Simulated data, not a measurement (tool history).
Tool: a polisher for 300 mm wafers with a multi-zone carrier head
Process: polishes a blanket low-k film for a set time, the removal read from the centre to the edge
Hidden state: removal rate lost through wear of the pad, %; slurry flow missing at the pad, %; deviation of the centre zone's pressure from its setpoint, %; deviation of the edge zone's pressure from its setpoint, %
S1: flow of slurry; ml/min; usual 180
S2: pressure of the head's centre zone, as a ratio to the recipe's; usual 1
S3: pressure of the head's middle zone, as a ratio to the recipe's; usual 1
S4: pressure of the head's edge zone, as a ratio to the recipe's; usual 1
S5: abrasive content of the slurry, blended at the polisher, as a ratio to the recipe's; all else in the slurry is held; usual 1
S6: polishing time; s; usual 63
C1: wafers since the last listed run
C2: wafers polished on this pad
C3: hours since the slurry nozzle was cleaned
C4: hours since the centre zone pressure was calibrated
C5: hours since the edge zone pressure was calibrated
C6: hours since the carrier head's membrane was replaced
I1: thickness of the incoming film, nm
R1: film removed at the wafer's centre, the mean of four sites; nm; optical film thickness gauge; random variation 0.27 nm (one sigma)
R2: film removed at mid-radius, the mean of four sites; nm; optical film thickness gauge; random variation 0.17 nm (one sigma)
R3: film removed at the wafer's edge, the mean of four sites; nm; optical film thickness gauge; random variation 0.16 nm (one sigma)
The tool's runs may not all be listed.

| run | hour | S1 | S2 | S3 | S4 | S5 | S6 | C1 | C2 | C3 | C4 | C5 | C6 | I1 | R1 | R2 | R3 |
|---|---|---|---|---|---|---|---|---|---|---|---|---|---|---|---|---|---|
| 1 | 0 | 160 | 1.07 | 0.95 | 1 | 1 | 84 | 0 | 5711 | 255.3 | 793.2 | 1037.5 | 739.2 | 498.3 | 28.1 | 24.9 | 26.8 |
| 2 | 77.5 | 180 | 0.93 | 1.03 | 1 | 1 | 63 | 696 | 6407 | 332.8 | 870.7 | 1115 | 816.7 | 497.5 | 18.5 | 20.2 | 20.7 |
|  | 155.5 | worn pad replaced by a new one |
| 3 | 173.9 | 180 | 1 | 1 | 1 | 1 | 63 | 830 | 165 | 429.2 | 967.1 | 1211.4 | 913.1 | 502.9 | 19.3 | 19.7 | 20.1 |
| 4 | 220.9 | 180 | 1 | 1 | 0.92 | 1 | 83 | 422 | 587 | 476.2 | 1014.1 | 1258.4 | 960.1 | 495.5 | 24.8 | 25.2 | 25 |
| 5 | 314.2 | 180 | 1 | 1 | 1 | 1 | 80 | 838 | 1426 | 569.5 | 1107.4 | 1351.7 | 1053.4 | 504.6 | 23.2 | 23.9 | 25.3 |
| 6 | 357.1 | 180 | 1 | 1 | 1 | 1 | 63 | 385 | 1812 | 612.4 | 1150.3 | 1394.6 | 1096.3 | 502.1 | 18.6 | 18.7 | 19.8 |
|  | 407.1 | edge zone pressure recalibrated |
|  | 419.7 | centre zone pressure recalibrated |
| 7 | 437.3 | 180 | 1 | 1 | 1 | 1 | 63 | 685 | 2497 | 692.6 | 17.6 | 30.2 | 1176.5 | 496.9 | 18 | 18 | 19.3 |
|  | 469.9 | carrier head's membrane replaced by a new one |
|  | 470.2 | slurry nozzle cleaned |
| 8 | 530.1 | 180 | 1 | 1 | 1 | 1 | 63 | 786 | 3283 | 59.9 | 110.4 | 123 | 60.2 | 493.6 | 21.1 | 20.8 | 21.1 |
| 9 | 572.2 | 180 | 1 | 1 | 1 | 1 | 70 | 378 | 3661 | 102 | 152.5 | 165.1 | 102.3 | 508.1 | 23.1 | 22.7 | 23.3 |
| 10 | 641.6 | 220 | 1 | 1 | 1.08 | 1 | 42 | 623 | 4285 | 171.4 | 221.9 | 234.5 | 171.7 | 502.2 | 14.2 | 14.2 | 14.8 |
| 11 | 701.1 | 140 | 1 | 1 | 1 | 1 | 63 | 534 | 4820 | 230.9 | 281.4 | 294 | 231.2 | 502.5 | 18.6 | 19.1 | 19.9 |
| 12 | 763.3 | 180 | 1 | 1 | 1 | 1 | 63 | 559 | 5379 | 293.1 | 343.6 | 356.2 | 293.4 | 494.2 | 19.8 | 20.2 | 20.9 |
|  | 790.3 | worn pad replaced by a new one |
| 13 | 828.5 | 180 | 1 | 0.92 | 1 | 1.25 | 52 | 550 | 343 | 358.3 | 408.8 | 421.4 | 358.6 | 500.1 | 17.6 | 16.6 | 18.5 |
| 14 | 901.2 | 180 | 1.08 | 1 | 1 | 1 | 63 | 653 | 996 | 431 | 481.5 | 494.1 | 431.3 | 505.6 | 21.2 | 19.7 | 20.5 |
| 15 | 1003.1 | 180 | 1 | 1 | 1 | 1 | 63 | 916 | 1912 | 532.9 | 583.4 | 596 | 533.2 | 504.6 | 18.5 | 19.2 | 20 |
| 16 | 1064.8 | 210 | 1 | 1 | 1 | 1 | 63 | 554 | 2467 | 594.6 | 645.1 | 657.7 | 594.9 | 505.8 | 19.8 | 19.7 | 20.3 |
|  | 1226.9 | slurry nozzle cleaned |
| 17 | 1229.1 | 180 | 1 | 1 | 1 | 1 | 63 | 1468 | 3935 | 2.2 | 809.4 | 822 | 759.2 | 509.4 | 20.4 | 20.9 | 21.3 |
| 18 | 1309.5 | 230 | 1 | 1 | 1 | 1 | 85 | 722 | 4658 | 82.6 | 889.8 | 902.4 | 839.6 | 491.5 | 28.4 | 28.7 | 29 |
| 19 | 1357.4 | 235 | 0.9 | 1 | 1 | 1 | 63 | 430 | 5089 | 130.5 | 937.7 | 950.3 | 887.5 | 491.4 | 19.1 | 21.2 | 21.8 |
| 20 | 1452.1 | 150 | 1.11 | 1 | 1 | 1 | 63 | 851 | 5940 | 225.2 | 1032.4 | 1045 | 982.2 | 502.8 | 21.2 | 19.6 | 20.4 |
|  | 1509.7 | worn pad replaced by a new one |
|  | 1513.9 | centre zone pressure recalibrated |
| 21 | 1546.8 | 135 | 1.12 | 1 | 0.95 | 1 | 47 | 797 | 315 | 319.9 | 32.9 | 1139.7 | 1076.9 | 499.2 | 15.3 | 13.8 | 14.1 |
| 22 | 1624 | 180 | 1 | 1 | 1 | 1 | 63 | 694 | 1009 | 397.1 | 110.1 | 1216.9 | 1154.1 | 505 | 19.5 | 19.9 | 20.5 |

3 ways to go on from here, each from the tool as it stands after run 22. What would each give?
| A | 1624.4 | 215 | 1 | 1 | 1 | 1 | 63 | 3 | 1013 | 397.5 | 110.5 | 1217.3 | 1154.5 | 490.8 | ? | ? | ? |
| B | 1624.4 | 210 | 1 | 0.92 | 1 | 1 | 63 | 3 | 1013 | 397.5 | 110.5 | 1217.3 | 1154.5 | 490.8 | ? | ? | ? |
| C | 1624.4 | 180 | 1 | 1.11 | 1 | 0.7 | 81 | 3 | 1013 | 397.5 | 110.5 | 1217.3 | 1154.5 | 490.8 | ? | ? | ? |

| run | R1 | R2 | R3 |
|---|---|---|---|
| A | 20.5 | 20.7 | 21.2 |
| B | 20.3 | 19.2 | 21.1 |
| C | 21.7 | 24.1 | 22.8 |
Without the tool's hidden state the same runs would have given:
| run | R1 | R2 | R3 |
|---|---|---|---|
| A | 21.6 | 21.7 | 21.9 |
| B | 21.5 | 20.1 | 21.9 |
| C | 23.2 | 25.5 | 23.7 |

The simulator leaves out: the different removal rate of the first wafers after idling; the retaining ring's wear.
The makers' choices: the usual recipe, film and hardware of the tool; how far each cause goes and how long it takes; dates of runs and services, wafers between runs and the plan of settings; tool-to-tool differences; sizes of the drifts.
